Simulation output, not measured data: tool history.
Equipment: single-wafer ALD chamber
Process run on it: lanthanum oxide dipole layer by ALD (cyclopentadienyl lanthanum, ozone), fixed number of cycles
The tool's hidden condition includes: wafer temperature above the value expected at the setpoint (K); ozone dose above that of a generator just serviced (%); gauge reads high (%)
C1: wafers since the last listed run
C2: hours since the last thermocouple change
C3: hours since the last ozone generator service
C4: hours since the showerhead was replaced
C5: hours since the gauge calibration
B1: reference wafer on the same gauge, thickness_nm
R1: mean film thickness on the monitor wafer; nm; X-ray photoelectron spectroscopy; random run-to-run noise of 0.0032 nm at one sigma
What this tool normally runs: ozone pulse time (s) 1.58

run 1 hour=0.0 | ozone_pulse_time_(s)=1.58 | C1=0 C2=2505.3 C3=1572.2 C4=5131.4 C5=257.2 | B1=0.512 | R1=0.583
run 2 hour=8.0 | ozone_pulse_time_(s)=1.58 | C1=111 C2=2513.3 C3=1580.2 C4=5139.4 C5=265.2 | B1=0.513 | R1=0.587
run 3 hour=14.3 | ozone_pulse_time_(s)=1.58 | C1=87 C2=2519.6 C3=1586.5 C4=5145.7 C5=271.5 | B1=0.512 | R1=0.584
run 4 hour=27.9 | ozone_pulse_time_(s)=2.05 | C1=189 C2=2533.2 C3=1600.1 C4=5159.3 C5=285.1 | B1=0.512 | R1=0.598
run 5 hour=50.2 | ozone_pulse_time_(s)=2.05 | C1=309 C2=2555.5 C3=1622.4 C4=5181.6 C5=307.4 | B1=0.512 | R1=0.593
run 6 hour=65.1 | ozone_pulse_time_(s)=1.58 | C1=207 C2=2570.4 C3=1637.3 C4=5196.5 C5=322.3 | B1=0.512 | R1=0.582
-- hour=77.1 thermocouple changed; heater temperature recalibrated
-- hour=87.8 showerhead replaced
run 7 hour=88.3 | ozone_pulse_time_(s)=1.58 | C1=100 C2=11.2 C3=1660.5 C4=0.5 C5=345.5 | B1=0.512 | R1=0.586
run 8 hour=92.4 | ozone_pulse_time_(s)=1.22 | C1=56 C2=15.3 C3=1664.6 C4=4.6 C5=349.6 | B1=0.513 | R1=0.565
run 9 hour=107.6 | ozone_pulse_time_(s)=1.22 | C1=211 C2=30.5 C3=1679.8 C4=19.8 C5=364.8 | B1=0.512 | R1=0.567
run 10 hour=113.8 | ozone_pulse_time_(s)=1.58 | C1=86 C2=36.7 C3=1686.0 C4=26.0 C5=371.0 | B1=0.512 | R1=0.583
-- hour=126.7 ozone generator serviced
run 11 hour=127.2 | ozone_pulse_time_(s)=1.17 | C1=75 C2=50.1 C3=0.5 C4=39.4 C5=384.4 | B1=0.513 | R1=0.559
run 12 hour=130.2 | ozone_pulse_time_(s)=1.17 | C1=41 C2=53.1 C3=3.5 C4=42.4 C5=387.4 | B1=0.511 | R1=0.561
run 13 hour=142.8 | ozone_pulse_time_(s)=1.80 | C1=175 C2=65.7 C3=16.1 C4=55.0 C5=400.0 | B1=0.512 | R1=0.592
run 14 hour=160.4 | ozone_pulse_time_(s)=1.58 | C1=244 C2=83.3 C3=33.7 C4=72.6 C5=417.6 | B1=0.512 | R1=0.585
run 15 hour=178.1 | ozone_pulse_time_(s)=1.86 | C1=246 C2=101.0 C3=51.4 C4=90.3 C5=435.3 | B1=0.513 | R1=0.592
run 16 hour=190.7 | ozone_pulse_time_(s)=2.01 | C1=175 C2=113.6 C3=64.0 C4=102.9 C5=447.9 | B1=0.512 | R1=0.595
run 17 hour=207.8 | ozone_pulse_time_(s)=1.01 | C1=237 C2=130.7 C3=81.1 C4=120.0 C5=465.0 | B1=0.511 | R1=0.554
run 18 hour=224.7 | ozone_pulse_time_(s)=1.58 | C1=234 C2=147.6 C3=98.0 C4=136.9 C5=481.9 | B1=0.512 | R1=0.579
run 19 hour=235.0 | ozone_pulse_time_(s)=1.89 | C1=143 C2=157.9 C3=108.3 C4=147.2 C5=492.2 | B1=0.512 | R1=0.593
run 20 hour=246.0 | ozone_pulse_time_(s)=0.96 | C1=152 C2=168.9 C3=119.3 C4=158.2 C5=503.2 | B1=0.512 | R1=0.546
run 21 hour=287.1 | ozone_pulse_time_(s)=1.75 | C1=571 C2=210.0 C3=160.4 C4=199.3 C5=544.3 | B1=0.512 | R1=0.593
run 22 hour=297.8 | ozone_pulse_time_(s)=1.05 | C1=148 C2=220.7 C3=171.1 C4=210.0 C5=555.0 | B1=0.512 | R1=0.550
-- hour=302.6 gauge calibrated
run 23 hour=312.2 | ozone_pulse_time_(s)=1.25 | C1=200 C2=235.1 C3=185.5 C4=224.4 C5=9.6 | B1=0.512 | R1=0.565
run 24 hour=325.7 | ozone_pulse_time_(s)=1.23 | C1=187 C2=248.6 C3=199.0 C4=237.9 C5=23.1 | B1=0.512 | R1=0.572
run 25 hour=341.0 | ozone_pulse_time_(s)=1.85 | C1=212 C2=263.9 C3=214.3 C4=253.2 C5=38.4 | B1=0.512 | R1=0.594
run 26 hour=352.5 | ozone_pulse_time_(s)=2.18 | C1=159 C2=275.4 C3=225.8 C4=264.7 C5=49.9 | B1=0.512 | R1=0.597
run 27 hour=365.7 | ozone_pulse_time_(s)=1.17 | C1=183 C2=288.6 C3=239.0 C4=277.9 C5=63.1 | B1=0.512 | R1=0.563
run 28 hour=382.7 | ozone_pulse_time_(s)=1.58 | C1=236 C2=305.6 C3=256.0 C4=294.9 C5=80.1 | B1=0.512 | R1=0.580
run 29 hour=398.5 | ozone_pulse_time_(s)=1.58 | C1=219 C2=321.4 C3=271.8 C4=310.7 C5=95.9 | B1=0.512 | R1=0.584
run 30 hour=404.8 | ozone_pulse_time_(s)=1.58 | C1=87 C2=327.7 C3=278.1 C4=317.0 C5=102.2 | B1=0.512 | R1=0.585
run 31 hour=421.9 | ozone_pulse_time_(s)=2.06 | C1=237 C2=344.8 C3=295.2 C4=334.1 C5=119.3 | B1=0.512 | R1=0.591
run 32 hour=432.3 | ozone_pulse_time_(s)=1.91 | C1=144 C2=355.2 C3=305.6 C4=344.5 C5=129.7 | B1=0.512 | R1=0.596
run 33 hour=440.3 | ozone_pulse_time_(s)=1.58 | C1=111 C2=363.2 C3=313.6 C4=352.5 C5=137.7 | B1=0.512 | R1=0.583
run 34 hour=448.1 | ozone_pulse_time_(s)=1.05 | C1=108 C2=371.0 C3=321.4 C4=360.3 C5=145.5 | B1=0.512 | R1=0.549
run 35 hour=459.5 | ozone_pulse_time_(s)=1.24 | C1=158 C2=382.4 C3=332.8 C4=371.7 C5=156.9 | B1=0.512 | R1=0.565
run 36 hour=471.0 | ozone_pulse_time_(s)=0.98 | C1=159 C2=393.9 C3=344.3 C4=383.2 C5=168.4 | B1=0.512 | R1=0.552

3 options for the next run, each taken on its own from the tool as it stands now. Forecast them:
run A hour=471.4 | ozone_pulse_time_(s)=2.15 | C1=5 C2=394.3 C3=344.7 C4=383.6 C5=168.8 | B1=? | R1=?
run B hour=471.4 | ozone_pulse_time_(s)=1.09 | C1=5 C2=394.3 C3=344.7 C4=383.6 C5=168.8 | B1=? | R1=?
run C hour=471.4 | ozone_pulse_time_(s)=2.00 | C1=5 C2=394.3 C3=344.7 C4=383.6 C5=168.8 | B1=? | R1=?

run=A B1=0.512 R1=0.594
run=B B1=0.512 R1=0.555
run=C B1=0.512 R1=0.591
What these runs would have given with no unlogged condition in the tool:
run=A R1=0.594
run=B R1=0.555
run=C R1=0.591

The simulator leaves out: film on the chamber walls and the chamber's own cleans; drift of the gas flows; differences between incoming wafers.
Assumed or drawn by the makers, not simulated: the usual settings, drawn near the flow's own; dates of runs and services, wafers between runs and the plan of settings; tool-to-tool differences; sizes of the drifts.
